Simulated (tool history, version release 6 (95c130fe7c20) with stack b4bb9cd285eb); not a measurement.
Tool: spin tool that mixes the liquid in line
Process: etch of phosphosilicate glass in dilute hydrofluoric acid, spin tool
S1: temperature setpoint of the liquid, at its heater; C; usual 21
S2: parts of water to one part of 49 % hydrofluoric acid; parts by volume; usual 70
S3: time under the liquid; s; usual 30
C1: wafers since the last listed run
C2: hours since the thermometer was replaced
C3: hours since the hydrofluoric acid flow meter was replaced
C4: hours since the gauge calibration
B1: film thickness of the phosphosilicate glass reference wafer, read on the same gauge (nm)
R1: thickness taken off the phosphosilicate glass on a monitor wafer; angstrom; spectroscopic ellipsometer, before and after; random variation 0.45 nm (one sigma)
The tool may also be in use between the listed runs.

run 1 hour=0 | S1=21 S2=70 S3=30 | C1=0 C2=187.4 C3=782.8 C4=831.4 | B1=110.02 | R1=813.1
run 2 hour=58.6 | S1=21 S2=50 S3=30 | C1=674 C2=246 C3=841.4 C4=890 | B1=109.99 | R1=1149.9
run 3 hour=129.3 | S1=21 S2=70 S3=30 | C1=814 C2=316.7 C3=912.1 C4=960.7 | B1=110.02 | R1=803
run 4 hour=160.4 | S1=17 S2=70 S3=30 | C1=358 C2=347.8 C3=943.2 C4=991.8 | B1=110.02 | R1=680.9
run 5 hour=189.9 | S1=17 S2=70 S3=30 | C1=339 C2=377.3 C3=972.7 C4=1021.3 | B1=110.01 | R1=678
run 6 hour=251.9 | S1=17 S2=70 S3=30 | C1=713 C2=439.3 C3=1034.7 C4=1083.3 | B1=109.99 | R1=674.5
run 7 hour=284.2 | S1=21 S2=70 S3=30 | C1=371 C2=471.6 C3=1067 C4=1115.6 | B1=110.02 | R1=792.4
run 8 hour=346.7 | S1=21 S2=70 S3=30 | C1=719 C2=534.1 C3=1129.5 C4=1178.1 | B1=110.03 | R1=797.8
-- hour=367.4 gauge calibrated
run 9 hour=373.8 | S1=21 S2=70 S3=30 | C1=312 C2=561.2 C3=1156.6 C4=6.4 | B1=110 | R1=788.6
run 10 hour=421.7 | S1=21 S2=70 S3=45 | C1=551 C2=609.1 C3=1204.5 C4=54.3 | B1=109.99 | R1=1181.8
run 11 hour=479.4 | S1=21 S2=70 S3=45 | C1=664 C2=666.8 C3=1262.2 C4=112 | B1=109.98 | R1=1190.4
run 12 hour=551.3 | S1=21 S2=70 S3=45 | C1=827 C2=738.7 C3=1334.1 C4=183.9 | B1=110.03 | R1=1185.3
run 13 hour=611.1 | S1=25 S2=90 S3=30 | C1=688 C2=798.5 C3=1393.9 C4=243.7 | B1=110.02 | R1=701.1
-- hour=624.8 thermometer replaced
run 14 hour=666.9 | S1=25 S2=45 S3=20 | C1=630 C2=42.1 C3=1449.7 C4=299.5 | B1=109.99 | R1=965.9
run 15 hour=735.6 | S1=17 S2=70 S3=30 | C1=791 C2=110.8 C3=1518.4 C4=368.2 | B1=110 | R1=636.7
run 16 hour=768 | S1=21 S2=70 S3=30 | C1=373 C2=143.2 C3=1550.8 C4=400.6 | B1=109.98 | R1=754.2
run 17 hour=816.9 | S1=18.5 S2=70 S3=15 | C1=563 C2=192.1 C3=1599.7 C4=449.5 | B1=109.98 | R1=335.6

Run 18 comes next. What will it give?
run 18 hour=888.7 | S1=17.5 S2=70 S3=30 | C1=826 C2=263.9 C3=1671.5 C4=521.3 | B1=? | R1=?

Run 18 gave B1 109.99, R1 651 angstrom.
Without the tool's hidden state the same run would have given R1 715.2 angstrom.

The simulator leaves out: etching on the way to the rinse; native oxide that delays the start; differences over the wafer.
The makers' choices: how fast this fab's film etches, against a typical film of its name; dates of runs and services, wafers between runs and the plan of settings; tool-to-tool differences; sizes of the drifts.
